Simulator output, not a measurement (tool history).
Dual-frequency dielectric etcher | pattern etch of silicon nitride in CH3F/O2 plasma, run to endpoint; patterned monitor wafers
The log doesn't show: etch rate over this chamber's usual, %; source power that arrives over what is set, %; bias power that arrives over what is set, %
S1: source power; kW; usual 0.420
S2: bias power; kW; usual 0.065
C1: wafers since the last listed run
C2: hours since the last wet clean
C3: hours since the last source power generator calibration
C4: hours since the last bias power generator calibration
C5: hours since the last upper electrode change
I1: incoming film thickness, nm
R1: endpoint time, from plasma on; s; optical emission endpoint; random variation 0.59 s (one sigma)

run	hour	S1	S2	C1	C2	C3	C4	C5	I1	R1
1	0.0	0.420	0.065	0	149.9	3682.7	4386.9	3701.5	73.2	87.3
2	28.2	0.420	0.065	221	178.1	3710.9	4415.1	3729.7	73.8	88.0
# hour 172.1: wet clean of the chamber
3	184.1	0.440	0.065	1034	12.0	3866.8	4571.0	3885.6	73.5	89.1
4	238.9	0.440	0.065	429	66.8	3921.6	4625.8	3940.4	73.3	86.5
5	281.9	0.440	0.065	337	109.8	3964.6	4668.8	3983.4	73.7	87.3
6	321.4	0.420	0.065	309	149.3	4004.1	4708.3	4022.9	73.9	87.9
7	375.4	0.420	0.065	423	203.3	4058.1	4762.3	4076.9	73.2	87.0
8	404.5	0.420	0.065	228	232.4	4087.2	4791.4	4106.0	73.5	86.0
9	443.5	0.370	0.065	305	271.4	4126.2	4830.4	4145.0	73.1	88.7
10	471.1	0.370	0.065	216	299.0	4153.8	4858.0	4172.6	72.8	89.7
# hour 483.5: source power generator calibrated
# hour 499.9: wet clean of the chamber
# hour 500.0: upper electrode replaced
11	500.4	0.420	0.075	68	0.5	16.9	4887.3	0.4	73.2	86.7
12	550.5	0.420	0.065	392	50.6	67.0	4937.4	50.5	72.8	86.9
13	594.0	0.420	0.065	341	94.1	110.5	4980.9	94.0	72.9	87.6
14	622.0	0.450	0.065	219	122.1	138.5	5008.9	122.0	73.5	86.1
15	646.6	0.340	0.065	192	146.7	163.1	5033.5	146.6	72.9	93.1
16	702.8	0.420	0.065	440	202.9	219.3	5089.7	202.8	73.7	87.1
# hour 727.9: bias power generator calibrated
17	754.8	0.520	0.060	376	254.9	271.3	26.9	254.8	73.4	80.4
18	822.5	0.420	0.072	530	322.6	339.0	94.6	322.5	73.8	84.5
# hour 857.8: wet clean of the chamber
19	872.9	0.330	0.076	207	15.1	389.4	145.0	372.9	73.4	95.7
20	911.4	0.420	0.065	301	53.6	427.9	183.5	411.4	73.2	89.9
21	941.9	0.470	0.053	239	84.1	458.4	214.0	441.9	73.2	87.8
22	983.8	0.330	0.060	328	126.0	500.3	255.9	483.8	73.0	97.8
23	1026.7	0.420	0.080	336	168.9	543.2	298.8	526.7	73.3	84.8
24	1072.1	0.420	0.065	356	214.3	588.6	344.2	572.1	73.1	87.3
25	1110.6	0.450	0.050	301	252.8	627.1	382.7	610.6	73.5	89.2
26	1164.9	0.390	0.071	425	307.1	681.4	437.0	664.9	72.9	86.5
27	1204.0	0.510	0.065	306	346.2	720.5	476.1	704.0	72.8	79.6

Forecast each of these 4 alternatives for the next run:
A	1204.5	0.500	0.065	3	346.7	721.0	476.6	704.5	73.1	?
B	1204.5	0.360	0.078	3	346.7	721.0	476.6	704.5	73.1	?
C	1204.5	0.380	0.065	3	346.7	721.0	476.6	704.5	73.1	?
D	1204.5	0.450	0.073	3	346.7	721.0	476.6	704.5	73.1	?

run	R1
A	80.9
B	87.4
C	88.8
D	82.2
Without the tool's hidden state the same runs would have given:
run	R1
A	84.0
B	90.7
C	92.2
D	85.3
